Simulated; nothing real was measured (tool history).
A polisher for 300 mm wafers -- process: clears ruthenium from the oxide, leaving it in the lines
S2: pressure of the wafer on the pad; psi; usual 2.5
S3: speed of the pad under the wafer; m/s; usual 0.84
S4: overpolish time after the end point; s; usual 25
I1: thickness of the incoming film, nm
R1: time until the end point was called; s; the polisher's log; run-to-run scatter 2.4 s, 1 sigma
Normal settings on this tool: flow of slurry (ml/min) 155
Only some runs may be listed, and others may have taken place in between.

{"run": 1, "hour": 0.0, "flow of slurry (ml/min)": 155, "S2": 2.5, "S3": 0.84, "S4": 25, "I1": 161.1, "R1": 169.3}
{"run": 2, "hour": 30.1, "flow of slurry (ml/min)": 155, "S2": 2.5, "S3": 0.84, "S4": 29, "I1": 160.4, "R1": 168.8}
{"run": 3, "hour": 48.8, "flow of slurry (ml/min)": 155, "S2": 2.5, "S3": 0.84, "S4": 29, "I1": 156.8, "R1": 176.9}
{"run": 4, "hour": 65.1, "flow of slurry (ml/min)": 155, "S2": 2.5, "S3": 0.84, "S4": 29, "I1": 157.4, "R1": 175.9}
{"run": 5, "hour": 85.8, "flow of slurry (ml/min)": 155, "S2": 2.5, "S3": 0.92, "S4": 25, "I1": 159.1, "R1": 162}
{"run": 6, "hour": 109.0, "flow of slurry (ml/min)": 155, "S2": 2.3, "S3": 0.84, "S4": 25, "I1": 158.8, "R1": 192}
{"run": 7, "hour": 134.2, "flow of slurry (ml/min)": 155, "S2": 2.5, "S3": 0.98, "S4": 25, "I1": 162.5, "R1": 160.2}
{"hour": 145.5, "done": "worn pad replaced by a new one"}
{"run": 8, "hour": 169.9, "flow of slurry (ml/min)": 155, "S2": 2.5, "S3": 0.84, "S4": 25, "I1": 160.8, "R1": 173.7}
{"hour": 181.4, "done": "head pressure recalibrated"}
{"run": 9, "hour": 188.9, "flow of slurry (ml/min)": 155, "S2": 2.5, "S3": 0.84, "S4": 25, "I1": 160.3, "R1": 147.7}
{"run": 10, "hour": 211.1, "flow of slurry (ml/min)": 155, "S2": 2.5, "S3": 0.84, "S4": 25, "I1": 162.6, "R1": 154.4}
{"run": 11, "hour": 239.8, "flow of slurry (ml/min)": 155, "S2": 2.5, "S3": 0.98, "S4": 33, "I1": 159.3, "R1": 132.2}
{"run": 12, "hour": 266.0, "flow of slurry (ml/min)": 155, "S2": 2.5, "S3": 0.84, "S4": 25, "I1": 158.2, "R1": 152}
{"run": 13, "hour": 294.3, "flow of slurry (ml/min)": 205, "S2": 1.8, "S3": 0.7, "S4": 37, "I1": 160.4, "R1": 257.2}
{"run": 14, "hour": 326.3, "flow of slurry (ml/min)": 195, "S2": 2.5, "S3": 0.64, "S4": 25, "I1": 158.5, "R1": 210.5}
{"run": 15, "hour": 346.7, "flow of slurry (ml/min)": 155, "S2": 2.1, "S3": 0.7, "S4": 16, "I1": 158.4, "R1": 232.8}
{"run": 16, "hour": 379.0, "flow of slurry (ml/min)": 115, "S2": 3.1, "S3": 0.84, "S4": 37, "I1": 157.2, "R1": 146.5}
{"hour": 385.7, "done": "worn pad replaced by a new one"}
{"run": 17, "hour": 436.4, "flow of slurry (ml/min)": 185, "S2": 2.5, "S3": 0.84, "S4": 25, "I1": 159.8, "R1": 160.7}
{"run": 18, "hour": 469.1, "flow of slurry (ml/min)": 155, "S2": 2.5, "S3": 0.96, "S4": 25, "I1": 163.2, "R1": 149.6}
{"run": 19, "hour": 486.5, "flow of slurry (ml/min)": 155, "S2": 2.5, "S3": 0.98, "S4": 25, "I1": 157.9, "R1": 146.1}
{"hour": 496.3, "done": "slurry nozzle cleaned"}
{"run": 20, "hour": 504.8, "flow of slurry (ml/min)": 190, "S2": 3.2, "S3": 1.04, "S4": 25, "I1": 159.1, "R1": 103.9}
{"run": 21, "hour": 531.9, "flow of slurry (ml/min)": 155, "S2": 2.5, "S3": 0.84, "S4": 25, "I1": 158.6, "R1": 171.9}
{"run": 22, "hour": 565.4, "flow of slurry (ml/min)": 155, "S2": 1.9, "S3": 0.84, "S4": 25, "I1": 158.7, "R1": 231}
{"run": 23, "hour": 596.5, "flow of slurry (ml/min)": 155, "S2": 2.5, "S3": 1.04, "S4": 25, "I1": 161.3, "R1": 145.2}
{"run": 24, "hour": 621.3, "flow of slurry (ml/min)": 155, "S2": 2.5, "S3": 0.84, "S4": 25, "I1": 160.8, "R1": 185.9}
{"hour": 650.6, "done": "worn pad replaced by a new one"}
{"run": 25, "hour": 672.1, "flow of slurry (ml/min)": 155, "S2": 2.5, "S3": 0.84, "S4": 25, "I1": 162.1, "R1": 168.2}
{"run": 26, "hour": 707.6, "flow of slurry (ml/min)": 175, "S2": 2.1, "S3": 0.84, "S4": 25, "I1": 160.9, "R1": 206.3}
{"run": 27, "hour": 724.9, "flow of slurry (ml/min)": 155, "S2": 3.4, "S3": 0.84, "S4": 17, "I1": 163, "R1": 128}
{"run": 28, "hour": 774.5, "flow of slurry (ml/min)": 155, "S2": 2.5, "S3": 0.84, "S4": 25, "I1": 160.1, "R1": 173.3}
{"run": 29, "hour": 801.7, "flow of slurry (ml/min)": 155, "S2": 2.5, "S3": 0.58, "S4": 36, "I1": 159.5, "R1": 244.7}
{"run": 30, "hour": 817.9, "flow of slurry (ml/min)": 130, "S2": 2.5, "S3": 0.84, "S4": 25, "I1": 159.1, "R1": 183.6}
{"run": 31, "hour": 831.2, "flow of slurry (ml/min)": 155, "S2": 2.5, "S3": 0.84, "S4": 25, "I1": 160.1, "R1": 179.1}
{"run": 32, "hour": 857.3, "flow of slurry (ml/min)": 175, "S2": 2.5, "S3": 0.84, "S4": 16, "I1": 159.3, "R1": 184.8}
{"run": 33, "hour": 869.3, "flow of slurry (ml/min)": 155, "S2": 2.5, "S3": 0.84, "S4": 25, "I1": 159.8, "R1": 188.7}
{"hour": 887.1, "done": "worn pad replaced by a new one"}
{"run": 34, "hour": 901.0, "flow of slurry (ml/min)": 155, "S2": 2.5, "S3": 0.84, "S4": 25, "I1": 159.5, "R1": 166.1}
{"hour": 929.2, "done": "head pressure recalibrated"}
{"run": 35, "hour": 931.9, "flow of slurry (ml/min)": 155, "S2": 2.5, "S3": 1.02, "S4": 25, "I1": 161.4, "R1": 130.8}
{"run": 36, "hour": 944.4, "flow of slurry (ml/min)": 135, "S2": 2.5, "S3": 0.98, "S4": 39, "I1": 160.4, "R1": 138.2}

Difference, measured minus no-hidden-state, one row per run. Run-to-run variation is common to both terms; the gauge's own scatter need not be:
Unlogged tool condition in this case: removal rate lost through wear of the pad, %; slurry flow missing at the pad, %; deviation of the head's pressure from its setpoint, %.
run=1 R1=+24
run=2 R1=+25.8
run=3 R1=+28.5
run=4 R1=+29.7
run=5 R1=+29.1
run=6 R1=+37.1
run=7 R1=+33.5
run=8 R1=+24
run=9 R1=+2.4
run=10 R1=+4.7
run=11 R1=+6.6
run=12 R1=+10.5
run=13 R1=+23.1
run=14 R1=+24.3
run=15 R1=+30.8
run=16 R1=+23.6
run=17 R1=+15.9
run=18 R1=+16.6
run=19 R1=+17.3
run=20 R1=+13.2
run=21 R1=+24.3
run=22 R1=+37.1
run=23 R1=+26.3
run=24 R1=+37.1
run=25 R1=+21.9
run=26 R1=+28.1
run=27 R1=+18
run=28 R1=+27.2
run=29 R1=+41.4
run=30 R1=+32.5
run=31 R1=+33
run=32 R1=+36.9
run=33 R1=+39.1
run=34 R1=+22.6
run=35 R1=+5.6
run=36 R1=+7.1
